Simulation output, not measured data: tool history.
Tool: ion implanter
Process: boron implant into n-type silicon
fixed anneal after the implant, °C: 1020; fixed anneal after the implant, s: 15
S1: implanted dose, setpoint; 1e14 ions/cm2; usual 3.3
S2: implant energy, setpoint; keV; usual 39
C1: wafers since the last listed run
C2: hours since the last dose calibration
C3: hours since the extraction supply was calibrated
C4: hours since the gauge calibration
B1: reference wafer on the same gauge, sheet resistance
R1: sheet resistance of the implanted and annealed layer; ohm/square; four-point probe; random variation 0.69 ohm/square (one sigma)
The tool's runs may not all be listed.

run   hour    S1    S2    C1     C2      C3     C4      B1      R1
  1      0   3.3    39     0  627.6  2848.8  210.5  250.19  259.15
  2     11   3.3    39   226  638.6  2859.8  221.5  249.78  260.04
  3   28.9   3.3    39   368  656.5  2877.7  239.4  250.03  261.82
  4   35.6  2.63    39   137  663.2  2884.4  246.1  249.93  311.41
  5   43.6   3.3    48   164  671.2  2892.4  254.1  250.16   255.3
  6     57   3.3    48   275  684.6  2905.8  267.5  249.99  255.09
  7   63.4   3.3    39   131    691  2912.2  273.9  250.05  261.63
  8   74.8   3.3    39   234  702.4  2923.6  285.3  249.86  261.18
  9   82.8   3.3    39   164  710.4  2931.6  293.3  250.35  261.48
      90.7  -- gauge calibrated
 10   92.7   3.3    39   203  720.3  2941.5      2  249.82  261.34
 11   99.3  2.54    39   135  726.9  2948.1    8.6  249.98  322.52
 12  111.1  2.54    39   242  738.7  2959.9   20.4  250.18  323.74
     131.2  -- extraction supply calibrated
 13  131.7  3.55  29.5   259  759.3     0.5     41  250.16  255.67
 14  138.1   3.3    39   131  765.7     6.9   47.4  249.93  264.15
       149  -- Faraday cup replaced and dose calibrated
 15  149.5  4.04  44.5    69    0.5    18.3   58.8  250.06  213.53
 16  157.7   3.3    52   168    8.7    26.5     67  250.15   246.8
 17  180.1  4.23    39   460   31.1    48.9   89.4  249.99  209.04
 18    192   3.3    39   244     43    60.8  101.3  250.31   255.9
 19  204.5  3.78  27.5   257   55.5    73.3  113.8  249.88  236.48
 20  213.2  3.87    30   178   64.2      82  122.5  249.85  230.95
 21  220.9   3.3    45   158   71.9    89.7  130.2     250  250.98
 22  232.9  2.63    39   246   83.9   101.7  142.2  250.21  306.62
 23  241.2  2.39    32   170   92.2     110  150.5  250.16  337.05
 24    294   3.3    39  1085    145   162.8  203.3  250.08  255.64

5 ways to go on from here, each from the tool as it stands after run 24. What would each give?
  A  294.4   3.3    39   8  145.4  163.2  203.7   ?   ?
  B  294.4  2.76  43.5   8  145.4  163.2  203.7   ?   ?
  C  294.4  3.74    44   8  145.4  163.2  203.7   ?   ?
  D  294.4  4.27  47.5   8  145.4  163.2  203.7   ?   ?
  E  294.4   3.3  42.5   8  145.4  163.2  203.7   ?   ?

run      B1      R1
  A  250.34  256.91
  B  250.34  292.18
  C  250.34  229.19
  D  250.34  204.14
  E  250.34  254.45
Without the tool's hidden state the same runs would have given:
run      R1
  A  256.23
  B  291.44
  C  228.58
  D   203.6
  E  253.78
